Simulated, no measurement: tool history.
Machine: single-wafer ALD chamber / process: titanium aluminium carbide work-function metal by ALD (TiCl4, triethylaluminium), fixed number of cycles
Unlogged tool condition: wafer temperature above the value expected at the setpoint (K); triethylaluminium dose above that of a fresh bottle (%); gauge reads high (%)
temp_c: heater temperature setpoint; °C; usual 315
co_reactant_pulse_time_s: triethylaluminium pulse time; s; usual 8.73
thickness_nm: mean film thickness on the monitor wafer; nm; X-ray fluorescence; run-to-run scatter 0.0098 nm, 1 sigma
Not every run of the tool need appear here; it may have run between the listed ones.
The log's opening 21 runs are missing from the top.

| run | day | temp_c | co_reactant_pulse_time_s | wafers since the last listed run | hours since the last thermocouple change | hours since the last triethylaluminium bottle change | hours since the showerhead was replaced | hours since the gauge calibration | read-back reference wafer on the same gauge, thickness_nm | thickness_nm |
|---|---|---|---|---|---|---|---|---|---|---|
| 22 | 31.025 | 303 | 12.13 | 182 | 385.5 | 613.2 | 53.3 | 499.5 | 2.088 | 1.96 |
| 23 | 32.179 | 327 | 10 | 212 | 413.2 | 640.9 | 81 | 527.2 | 2.092 | 2.167 |
| 24 | 33.304 | 319 | 8.73 | 207 | 440.2 | 667.9 | 108 | 554.2 | 2.091 | 2.033 |
| 25 | 33.85 | 315 | 8.73 | 100 | 453.3 | 681 | 121.1 | 567.3 | 2.088 | 1.986 |
| 26 | 35.008 | 309 | 6.53 | 213 | 481.1 | 708.8 | 148.9 | 595.1 | 2.089 | 1.673 |
| 27 | 36.467 | 303 | 5.72 | 268 | 516.1 | 743.8 | 183.9 | 630.1 | 2.091 | 1.403 |
| 28 | 37.946 | 327 | 10 | 272 | 551.6 | 779.3 | 219.4 | 665.6 | 2.086 | 2.145 |
| 29 | 38.458 | 315 | 8.73 | 94 | 563.9 | 791.6 | 231.7 | 677.9 | 2.088 | 2 |
|  | 38.762 | gauge calibrated |
| 30 | 39.421 | 327 | 9.64 | 177 | 587 | 814.7 | 254.8 | 15.8 | 2.088 | 2.153 |
| 31 | 39.975 | 320 | 8.73 | 102 | 600.3 | 828 | 268.1 | 29.1 | 2.09 | 2.042 |
| 32 | 40.812 | 315 | 8.73 | 154 | 620.4 | 848.1 | 288.2 | 49.2 | 2.09 | 1.999 |
| 33 | 41.562 | 315 | 8.73 | 138 | 638.4 | 866.1 | 306.2 | 67.2 | 2.095 | 1.982 |
| 34 | 42.638 | 320 | 11.66 | 198 | 664.2 | 891.9 | 332 | 93 | 2.093 | 2.136 |

Each row is a separate what-if for the run after 34, all from the same tool condition, not one after another. Results?
| A | 42.654 | 315 | 7.29 | 3 | 664.6 | 892.3 | 332.4 | 93.4 | ? | ? |
| B | 42.654 | 315 | 11.48 | 3 | 664.6 | 892.3 | 332.4 | 93.4 | ? | ? |
| C | 42.654 | 309 | 6.15 | 3 | 664.6 | 892.3 | 332.4 | 93.4 | ? | ? |

| run | read-back reference wafer on the same gauge, thickness_nm | thickness_nm |
|---|---|---|
| A | 2.09 | 1.847 |
| B | 2.09 | 2.065 |
| C | 2.09 | 1.574 |
With the hidden condition removed and each run's random variation left untouched, the same runs would have given:
| run | thickness_nm |
|---|---|
| A | 1.847 |
| B | 2.065 |
| C | 1.574 |

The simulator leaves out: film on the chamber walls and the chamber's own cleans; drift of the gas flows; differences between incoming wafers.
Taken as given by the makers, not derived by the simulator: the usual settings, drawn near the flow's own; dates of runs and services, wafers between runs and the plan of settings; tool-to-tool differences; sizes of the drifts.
